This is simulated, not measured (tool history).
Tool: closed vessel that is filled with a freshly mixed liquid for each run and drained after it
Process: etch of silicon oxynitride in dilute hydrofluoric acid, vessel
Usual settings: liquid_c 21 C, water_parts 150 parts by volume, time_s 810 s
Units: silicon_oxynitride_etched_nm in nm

| run | hour | liquid_c | water_parts | time_s | wafers since the last listed run | hours since the thermometer was replaced | hours since the hydrofluoric acid flow meter was replaced | hours since the gauge calibration | read-back film thickness of the silicon oxynitride reference wafer, read on the same gauge (nm) | silicon_oxynitride_etched_nm |
|---|---|---|---|---|---|---|---|---|---|---|
| 1 | 0 | 21 | 185 | 810 | 0 | 516 | 234.4 | 265.5 | 150.01 | 9.16 |
| 2 | 64.4 | 21 | 150 | 810 | 3205 | 580.4 | 298.8 | 329.9 | 150.01 | 11.5 |
|  | 67.6 | thermometer replaced |
| 3 | 132.2 | 21 | 150 | 810 | 3324 | 64.6 | 366.6 | 397.7 | 149.97 | 12.09 |
| 4 | 219.1 | 21 | 150 | 810 | 4324 | 151.5 | 453.5 | 484.6 | 149.99 | 12 |
| 5 | 266.8 | 21 | 150 | 810 | 2373 | 199.2 | 501.2 | 532.3 | 150.02 | 12.02 |
|  | 364.7 | gauge calibrated |
| 6 | 372.8 | 21 | 150 | 810 | 5275 | 305.2 | 607.2 | 8.1 | 150 | 11.95 |
|  | 405.3 | hydrofluoric acid flow meter replaced |
| 7 | 432.3 | 21 | 150 | 510 | 2911 | 364.7 | 27 | 67.6 | 150.01 | 7.34 |
| 8 | 504.8 | 21 | 150 | 810 | 3608 | 437.2 | 99.5 | 140.1 | 150.03 | 11.58 |
| 9 | 574.5 | 17.5 | 120 | 810 | 3468 | 506.9 | 169.2 | 209.8 | 150.03 | 12.46 |
| 10 | 614.4 | 21 | 195 | 810 | 1985 | 546.8 | 209.1 | 249.7 | 149.99 | 8.6 |
|  | 651.1 | thermometer replaced |
| 11 | 683.3 | 21 | 150 | 685 | 3379 | 32.2 | 278 | 318.6 | 150.01 | 10.2 |
| 12 | 752.2 | 17 | 120 | 1180 | 3429 | 101.1 | 346.9 | 387.5 | 150.02 | 18.32 |
| 13 | 857.1 | 21 | 150 | 810 | 5220 | 206 | 451.8 | 492.4 | 150.01 | 11.95 |
|  | 879.6 | gauge calibrated |
| 14 | 931.7 | 19.5 | 120 | 415 | 3712 | 280.6 | 526.4 | 52.1 | 149.96 | 7.25 |

Forecast each of these 4 alternatives for the next run:
| A | 932.6 | 21 | 150 | 810 | 44 | 281.5 | 527.3 | 53 | ? | ? |
| B | 932.6 | 21 | 200 | 810 | 44 | 281.5 | 527.3 | 53 | ? | ? |
| C | 932.6 | 25 | 150 | 595 | 44 | 281.5 | 527.3 | 53 | ? | ? |
| D | 932.6 | 23 | 190 | 685 | 44 | 281.5 | 527.3 | 53 | ? | ? |

| run | read-back film thickness of the silicon oxynitride reference wafer, read on the same gauge (nm) | silicon_oxynitride_etched_nm |
|---|---|---|
| A | 149.99 | 11.95 |
| B | 149.99 | 8.67 |
| C | 149.99 | 10.58 |
| D | 149.99 | 8.52 |
Without the tool's hidden state the same runs would have given:
| run | silicon_oxynitride_etched_nm |
|---|---|
| A | 12.05 |
| B | 8.73 |
| C | 10.65 |
| D | 8.57 |
